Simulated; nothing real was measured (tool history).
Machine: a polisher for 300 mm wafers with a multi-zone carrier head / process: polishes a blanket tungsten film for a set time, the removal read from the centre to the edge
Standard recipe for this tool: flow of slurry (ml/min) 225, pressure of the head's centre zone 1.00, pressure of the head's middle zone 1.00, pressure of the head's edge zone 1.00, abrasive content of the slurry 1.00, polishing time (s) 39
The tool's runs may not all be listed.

run	hour	flow of slurry (ml/min)	pressure of the head's centre zone	pressure of the head's middle zone	pressure of the head's edge zone	abrasive content of the slurry	polishing time (s)	incoming thickness of the incoming film, nm	film removed at the wafer's centre (nm)	film removed at mid-radius (nm)	film removed at the wafer's edge (nm)
1	0.0	260	1.00	1.00	1.00	1.00	39	777.0	175.1	176.0	176.9
# hour 12.7: worn pad replaced by a new one
2	13.8	225	1.00	1.00	1.00	1.00	39	765.5	196.9	192.8	199.2
# hour 19.6: centre zone pressure recalibrated
3	27.1	225	1.00	1.00	1.00	1.00	39	792.8	195.6	191.4	196.6
4	35.7	225	1.00	1.00	1.00	1.00	39	782.7	195.3	190.5	198.2
# hour 43.5: carrier head's membrane replaced by a new one
5	44.0	225	1.00	1.00	1.00	1.00	39	792.3	193.0	189.6	195.0
6	56.3	225	1.00	1.00	1.00	1.00	39	766.7	186.8	184.0	193.2
7	70.7	225	1.00	1.00	1.00	1.00	45	771.6	210.7	207.5	212.0
8	85.8	225	1.00	1.00	1.04	1.20	39	776.9	185.4	182.6	192.1
# hour 87.4: slurry nozzle cleaned
9	97.8	180	1.09	1.00	0.96	1.00	26	786.5	127.9	117.0	116.8
# hour 113.7: worn pad replaced by a new one
10	114.2	225	1.00	1.00	1.00	1.00	39	784.5	204.9	199.0	198.6
11	124.8	225	1.00	1.00	1.00	1.10	35	794.3	186.3	181.5	184.7
# hour 154.2: edge zone pressure recalibrated
12	175.0	225	1.00	1.00	0.91	1.00	52	785.0	252.2	249.8	237.6
13	189.2	225	1.00	1.00	1.00	1.00	39	766.2	185.4	180.4	183.2
# hour 208.6: worn pad replaced by a new one
14	217.2	225	0.91	1.00	1.00	1.00	39	784.6	182.4	195.4	200.9
15	231.1	150	1.00	0.92	1.06	1.00	39	785.0	190.0	172.2	200.7
16	245.7	225	1.00	1.00	0.96	1.00	39	782.2	196.9	191.6	187.9
17	254.4	225	1.00	1.00	1.00	1.00	32	774.8	158.4	155.2	160.0
18	268.1	225	1.00	1.00	1.00	1.00	39	763.0	188.8	185.9	188.1
19	281.5	225	1.00	0.94	0.95	1.00	39	785.4	186.6	170.1	176.5
# hour 288.0: worn pad replaced by a new one
20	290.8	225	1.00	1.00	1.05	0.75	39	794.0	180.9	181.8	189.9

5 ways to go on from here, each from the tool as it stands after run 20. What would each give?
A	291.2	225	0.95	1.00	1.00	1.00	39	763.2	?	?	?
B	291.2	225	0.93	1.00	1.00	0.90	39	763.2	?	?	?
C	291.2	295	1.00	1.06	1.00	1.00	39	763.2	?	?	?
D	291.2	225	1.00	1.00	1.00	1.00	34	763.2	?	?	?
E	291.2	225	0.91	0.90	1.00	1.00	43	763.2	?	?	?

run	film removed at the wafer's centre (nm)	film removed at mid-radius (nm)	film removed at the wafer's edge (nm)
A	189.5	196.8	199.4
B	179.4	190.4	192.9
C	205.6	212.3	203.2
D	173.9	171.5	173.8
E	199.9	198.7	220.1
Without the tool's unlogged condition, the same runs would have read:
run	film removed at the wafer's centre (nm)	film removed at mid-radius (nm)	film removed at the wafer's edge (nm)
A	195.9	202.9	204.1
B	185.6	196.3	197.5
C	211.6	217.9	207.4
D	179.9	176.8	178.0
E	206.7	204.8	225.4
